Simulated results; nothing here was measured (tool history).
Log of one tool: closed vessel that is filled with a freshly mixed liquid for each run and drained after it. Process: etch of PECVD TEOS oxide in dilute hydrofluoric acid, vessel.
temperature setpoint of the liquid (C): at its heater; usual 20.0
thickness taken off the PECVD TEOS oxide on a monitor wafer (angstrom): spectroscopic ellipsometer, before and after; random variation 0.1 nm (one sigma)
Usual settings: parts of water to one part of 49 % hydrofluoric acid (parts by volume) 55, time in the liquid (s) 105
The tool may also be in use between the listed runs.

| run | hour | temperature setpoint of the liquid (C) | parts of water to one part of 49 % hydrofluoric acid (parts by volume) | time in the liquid (s) | read-back film thickness of the PECVD TEOS oxide reference wafer, read on the same gauge (nm) | thickness taken off the PECVD TEOS oxide on a monitor wafer (angstrom) |
|---|---|---|---|---|---|---|
| 1 | 0.0 | 20.0 | 55 | 105 | 49.99 | 152.6 |
| 2 | 68.3 | 20.0 | 55 | 105 | 50.00 | 152.7 |
| 3 | 94.6 | 17.5 | 55 | 105 | 50.01 | 136.7 |
| 4 | 154.7 | 17.5 | 55 | 105 | 50.01 | 138.6 |
| 5 | 187.0 | 17.5 | 55 | 105 | 50.01 | 137.5 |
|  | 213.0 | gauge calibrated |
| 6 | 240.2 | 20.0 | 55 | 105 | 50.00 | 153.8 |
| 7 | 300.2 | 20.0 | 55 | 105 | 50.01 | 151.9 |
| 8 | 357.2 | 20.0 | 55 | 105 | 49.98 | 155.3 |
| 9 | 396.7 | 20.0 | 55 | 130 | 49.98 | 191.6 |
| 10 | 465.2 | 20.0 | 55 | 130 | 50.00 | 190.0 |
| 11 | 491.0 | 17.0 | 55 | 105 | 50.01 | 134.2 |
| 12 | 559.6 | 17.0 | 55 | 105 | 50.01 | 139.4 |
|  | 574.2 | thermometer replaced |
| 13 | 596.1 | 20.0 | 35 | 105 | 50.01 | 264.2 |
| 14 | 642.0 | 20.0 | 55 | 105 | 50.00 | 165.6 |
| 15 | 668.5 | 18.5 | 55 | 105 | 50.00 | 156.5 |
| 16 | 729.0 | 22.0 | 75 | 105 | 50.01 | 127.4 |
| 17 | 776.7 | 17.5 | 35 | 135 | 50.00 | 309.6 |
| 18 | 847.2 | 20.0 | 55 | 105 | 50.00 | 167.3 |
|  | 966.8 | thermometer replaced, repeated, since the last time left the tool worse |
| 19 | 979.5 | 17.5 | 35 | 135 | 50.01 | 268.9 |
| 20 | 1026.9 | 17.0 | 30 | 130 | 50.02 | 298.0 |
| 21 | 1062.3 | 20.0 | 55 | 105 | 50.03 | 148.3 |
|  | 1069.9 | gauge calibrated |
|  | 1110.3 | hydrofluoric acid flow meter replaced |
| 22 | 1128.3 | 17.0 | 65 | 140 | 49.99 | 143.5 |
| 23 | 1170.5 | 18.0 | 80 | 130 | 49.99 | 112.9 |
| 24 | 1219.7 | 22.0 | 65 | 105 | 49.98 | 133.7 |
| 25 | 1277.1 | 20.0 | 55 | 105 | 50.02 | 148.3 |
| 26 | 1307.8 | 20.0 | 55 | 125 | 50.00 | 175.6 |
| 27 | 1342.5 | 18.5 | 55 | 130 | 50.02 | 172.1 |
| 28 | 1380.5 | 17.0 | 55 | 105 | 49.99 | 130.2 |
| 29 | 1411.7 | 20.0 | 55 | 105 | 50.00 | 148.4 |
| 30 | 1465.0 | 24.5 | 85 | 55 | 49.99 | 57.9 |
| 31 | 1526.7 | 18.0 | 25 | 105 | 49.99 | 311.6 |
| 32 | 1580.8 | 22.0 | 70 | 40 | 50.00 | 47.8 |

Measured less the same run without the tool's hidden state. The same run-to-run variation is in both; the gauge's scatter may not be:
The hidden state here: liquid hotter than its thermometer reads (K); hydrofluoric acid flow below the setpoint (%); gauge reads high (%).
| run | thickness taken off the PECVD TEOS oxide on a monitor wafer (angstrom) |
|---|---|
| 1 | +7.1 |
| 2 | +7.5 |
| 3 | +7.0 |
| 4 | +7.4 |
| 5 | +7.5 |
| 6 | +8.5 |
| 7 | +8.7 |
| 8 | +9.2 |
| 9 | +11.7 |
| 10 | +12.0 |
| 11 | +8.8 |
| 12 | +9.5 |
| 13 | +30.8 |
| 14 | +19.3 |
| 15 | +18.6 |
| 16 | +14.8 |
| 17 | +38.8 |
| 18 | +20.6 |
| 19 | +2.0 |
| 20 | +2.7 |
| 21 | +1.6 |
| 22 | +2.0 |
| 23 | +1.6 |
| 24 | +2.1 |
| 25 | +2.7 |
| 26 | +3.5 |
| 27 | +3.6 |
| 28 | +2.9 |
| 29 | +3.4 |
| 30 | +1.4 |
| 31 | +9.0 |
| 32 | +1.3 |
